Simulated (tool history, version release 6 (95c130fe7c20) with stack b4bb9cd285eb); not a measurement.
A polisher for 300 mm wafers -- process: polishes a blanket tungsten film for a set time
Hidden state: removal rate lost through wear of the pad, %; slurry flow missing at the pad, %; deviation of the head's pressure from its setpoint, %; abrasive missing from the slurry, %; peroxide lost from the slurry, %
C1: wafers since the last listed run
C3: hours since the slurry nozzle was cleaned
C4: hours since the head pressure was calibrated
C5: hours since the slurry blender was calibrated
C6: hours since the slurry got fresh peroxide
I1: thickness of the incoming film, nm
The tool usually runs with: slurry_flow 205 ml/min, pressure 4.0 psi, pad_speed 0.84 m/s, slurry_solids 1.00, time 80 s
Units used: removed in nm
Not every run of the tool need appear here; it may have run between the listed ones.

{"run": 1, "hour": 0.0, "slurry_flow": 205, "pressure": 4.0, "pad_speed": 0.84, "slurry_solids": 1.0, "time": 80, "C1": 0, "wafers polished on this pad": 471, "C3": 148.7, "C4": 442.8, "C5": 3.6, "C6": 413.7, "I1": 1334.0, "removed": 275.5}
{"run": 2, "hour": 58.7, "slurry_flow": 205, "pressure": 4.0, "pad_speed": 0.84, "slurry_solids": 1.0, "time": 80, "C1": 594, "wafers polished on this pad": 1066, "C3": 207.4, "C4": 501.5, "C5": 62.3, "C6": 472.4, "I1": 1346.4, "removed": 274.3}
{"hour": 89.3, "done": "slurry tank refilled with fresh slurry and peroxide"}
{"run": 3, "hour": 126.4, "slurry_flow": 205, "pressure": 4.0, "pad_speed": 0.84, "slurry_solids": 1.0, "time": 80, "C1": 675, "wafers polished on this pad": 1742, "C3": 275.1, "C4": 569.2, "C5": 130.0, "C6": 37.1, "I1": 1358.5, "removed": 262.6}
{"run": 4, "hour": 175.9, "slurry_flow": 205, "pressure": 4.0, "pad_speed": 0.84, "slurry_solids": 1.0, "time": 80, "C1": 501, "wafers polished on this pad": 2243, "C3": 324.6, "C4": 618.7, "C5": 179.5, "C6": 86.6, "I1": 1342.6, "removed": 259.2}
{"run": 5, "hour": 204.7, "slurry_flow": 205, "pressure": 4.0, "pad_speed": 0.7, "slurry_solids": 1.0, "time": 80, "C1": 291, "wafers polished on this pad": 2535, "C3": 353.4, "C4": 647.5, "C5": 208.3, "C6": 115.4, "I1": 1346.2, "removed": 213.0}
{"run": 6, "hour": 242.7, "slurry_flow": 160, "pressure": 4.0, "pad_speed": 0.84, "slurry_solids": 1.0, "time": 80, "C1": 384, "wafers polished on this pad": 2920, "C3": 391.4, "C4": 685.5, "C5": 246.3, "C6": 153.4, "I1": 1350.9, "removed": 250.9}
{"run": 7, "hour": 286.2, "slurry_flow": 205, "pressure": 5.2, "pad_speed": 1.1, "slurry_solids": 1.0, "time": 80, "C1": 440, "wafers polished on this pad": 3361, "C3": 434.9, "C4": 729.0, "C5": 289.8, "C6": 196.9, "I1": 1352.2, "removed": 384.9}
{"hour": 328.0, "done": "slurry nozzle cleaned"}
{"run": 8, "hour": 328.4, "slurry_flow": 205, "pressure": 4.0, "pad_speed": 0.66, "slurry_solids": 1.0, "time": 80, "C1": 417, "wafers polished on this pad": 3778, "C3": 0.4, "C4": 771.2, "C5": 332.0, "C6": 239.1, "I1": 1356.7, "removed": 195.2}
{"hour": 337.6, "done": "head pressure recalibrated"}
{"hour": 418.1, "done": "slurry blender recalibrated"}
{"hour": 442.8, "done": "worn pad replaced by a new one"}
{"run": 9, "hour": 479.6, "slurry_flow": 205, "pressure": 3.2, "pad_speed": 0.84, "slurry_solids": 1.0, "time": 80, "C1": 1450, "wafers polished on this pad": 373, "C3": 151.6, "C4": 142.0, "C5": 61.5, "C6": 390.3, "I1": 1333.5, "removed": 249.3}
{"run": 10, "hour": 518.5, "slurry_flow": 205, "pressure": 4.0, "pad_speed": 0.6, "slurry_solids": 1.0, "time": 59, "C1": 394, "wafers polished on this pad": 767, "C3": 190.5, "C4": 180.9, "C5": 100.4, "C6": 429.2, "I1": 1323.5, "removed": 149.0}
{"hour": 538.4, "done": "slurry tank refilled with fresh slurry and peroxide"}
{"run": 11, "hour": 567.6, "slurry_flow": 265, "pressure": 2.7, "pad_speed": 0.84, "slurry_solids": 1.0, "time": 105, "C1": 487, "wafers polished on this pad": 1254, "C3": 239.6, "C4": 230.0, "C5": 149.5, "C6": 29.2, "I1": 1369.5, "removed": 284.4}
{"run": 12, "hour": 606.9, "slurry_flow": 205, "pressure": 4.0, "pad_speed": 0.84, "slurry_solids": 1.2, "time": 80, "C1": 398, "wafers polished on this pad": 1652, "C3": 278.9, "C4": 269.3, "C5": 188.8, "C6": 68.5, "I1": 1343.6, "removed": 274.1}
{"run": 13, "hour": 636.6, "slurry_flow": 205, "pressure": 4.0, "pad_speed": 0.56, "slurry_solids": 0.7, "time": 80, "C1": 300, "wafers polished on this pad": 1953, "C3": 308.6, "C4": 299.0, "C5": 218.5, "C6": 98.2, "I1": 1368.0, "removed": 167.5}
{"run": 14, "hour": 706.6, "slurry_flow": 265, "pressure": 4.0, "pad_speed": 0.84, "slurry_solids": 1.0, "time": 80, "C1": 709, "wafers polished on this pad": 2662, "C3": 378.6, "C4": 369.0, "C5": 288.5, "C6": 168.2, "I1": 1364.9, "removed": 265.5}
{"hour": 759.2, "done": "slurry nozzle cleaned"}
{"run": 15, "hour": 770.1, "slurry_flow": 205, "pressure": 3.5, "pad_speed": 0.72, "slurry_solids": 1.0, "time": 80, "C1": 633, "wafers polished on this pad": 3296, "C3": 10.9, "C4": 432.5, "C5": 352.0, "C6": 231.7, "I1": 1332.1, "removed": 199.6}
{"run": 16, "hour": 824.4, "slurry_flow": 140, "pressure": 4.0, "pad_speed": 0.84, "slurry_solids": 1.0, "time": 80, "C1": 550, "wafers polished on this pad": 3846, "C3": 65.2, "C4": 486.8, "C5": 406.3, "C6": 286.0, "I1": 1357.7, "removed": 237.6}
{"hour": 873.1, "done": "worn pad replaced by a new one"}
{"hour": 878.2, "done": "slurry blender recalibrated"}
{"run": 17, "hour": 892.3, "slurry_flow": 205, "pressure": 4.0, "pad_speed": 0.84, "slurry_solids": 1.0, "time": 80, "C1": 627, "wafers polished on this pad": 173, "C3": 133.1, "C4": 554.7, "C5": 14.1, "C6": 353.9, "I1": 1340.3, "removed": 294.3}
{"run": 18, "hour": 943.8, "slurry_flow": 205, "pressure": 4.0, "pad_speed": 0.84, "slurry_solids": 1.0, "time": 80, "C1": 521, "wafers polished on this pad": 695, "C3": 184.6, "C4": 606.2, "C5": 65.6, "C6": 405.4, "I1": 1378.4, "removed": 281.4}
{"hour": 954.6, "done": "slurry tank refilled with fresh slurry and peroxide"}
{"run": 19, "hour": 995.3, "slurry_flow": 175, "pressure": 4.0, "pad_speed": 0.84, "slurry_solids": 1.0, "time": 80, "C1": 511, "wafers polished on this pad": 1207, "C3": 236.1, "C4": 657.7, "C5": 117.1, "C6": 40.7, "I1": 1330.9, "removed": 271.6}
{"run": 20, "hour": 1022.9, "slurry_flow": 265, "pressure": 4.0, "pad_speed": 0.84, "slurry_solids": 0.9, "time": 80, "C1": 279, "wafers polished on this pad": 1486, "C3": 263.7, "C4": 685.3, "C5": 144.7, "C6": 68.3, "I1": 1352.1, "removed": 269.0}
{"hour": 1210.6, "done": "slurry nozzle cleaned"}
{"run": 21, "hour": 1238.8, "slurry_flow": 235, "pressure": 3.0, "pad_speed": 0.84, "slurry_solids": 0.75, "time": 88, "C1": 2177, "wafers polished on this pad": 3663, "C3": 28.2, "C4": 901.2, "C5": 360.6, "C6": 284.2, "I1": 1326.4, "removed": 231.0}
{"hour": 1283.9, "done": "head pressure recalibrated"}
{"run": 22, "hour": 1287.0, "slurry_flow": 205, "pressure": 4.0, "pad_speed": 0.84, "slurry_solids": 1.0, "time": 80, "C1": 468, "wafers polished on this pad": 4131, "C3": 76.4, "C4": 3.1, "C5": 408.8, "C6": 332.4, "I1": 1368.9, "removed": 249.1}
{"run": 23, "hour": 1328.5, "slurry_flow": 205, "pressure": 4.0, "pad_speed": 0.84, "slurry_solids": 1.0, "time": 80, "C1": 420, "wafers polished on this pad": 4552, "C3": 117.9, "C4": 44.6, "C5": 450.3, "C6": 373.9, "I1": 1375.9, "removed": 246.9}
{"hour": 1379.0, "done": "slurry blender recalibrated"}
{"hour": 1403.3, "done": "worn pad replaced by a new one"}
{"hour": 1415.3, "done": "slurry tank refilled with fresh slurry and peroxide"}
{"run": 24, "hour": 1429.0, "slurry_flow": 275, "pressure": 4.0, "pad_speed": 0.84, "slurry_solids": 1.0, "time": 80, "C1": 947, "wafers polished on this pad": 250, "C3": 218.4, "C4": 145.1, "C5": 50.0, "C6": 13.7, "I1": 1344.2, "removed": 295.1}
{"run": 25, "hour": 1454.2, "slurry_flow": 205, "pressure": 4.0, "pad_speed": 0.84, "slurry_solids": 1.0, "time": 80, "C1": 255, "wafers polished on this pad": 505, "C3": 243.6, "C4": 170.3, "C5": 75.2, "C6": 38.9, "I1": 1373.2, "removed": 286.0}

What the log doesn't show, run by run:
slurry flow missing at the pad, %: 0 at every run
deviation of the head's pressure from its setpoint, %: 0 at every run
peroxide lost from the slurry, %: 0 at every run
H1: removal rate lost through wear of the pad, %
H2: abrasive missing from the slurry, %
run=1 H1=4.85 H2=6.59
run=2 H1=7.77 H2=7.19
run=3 H1=10 H2=9.21
run=4 H1=11.1 H2=11.6
run=5 H1=11.6 H2=13.3
run=6 H1=12.2 H2=16
run=7 H1=12.6 H2=19.6
run=8 H1=13 H2=23.7
run=9 H1=3.05 H2=5.25
run=10 H1=5.27 H2=6.23
run=11 H1=7.38 H2=8.14
run=12 H1=8.65 H2=10.2
run=13 H1=9.41 H2=12.1
run=14 H1=10.7 H2=17.6
run=15 H1=11.5 H2=23.9
run=16 H1=11.9 H2=30.3
run=17 H1=2.16 H2=1.8
run=18 H1=5.33 H2=2.43
run=19 H1=7.6 H2=3.9
run=20 H1=8.54 H2=5.02
run=21 H1=12.1 H2=22
run=22 H1=12.5 H2=27.7
run=23 H1=12.7 H2=33.3
run=24 H1=3.48 H2=0.911
run=25 H1=5.1 H2=1.4

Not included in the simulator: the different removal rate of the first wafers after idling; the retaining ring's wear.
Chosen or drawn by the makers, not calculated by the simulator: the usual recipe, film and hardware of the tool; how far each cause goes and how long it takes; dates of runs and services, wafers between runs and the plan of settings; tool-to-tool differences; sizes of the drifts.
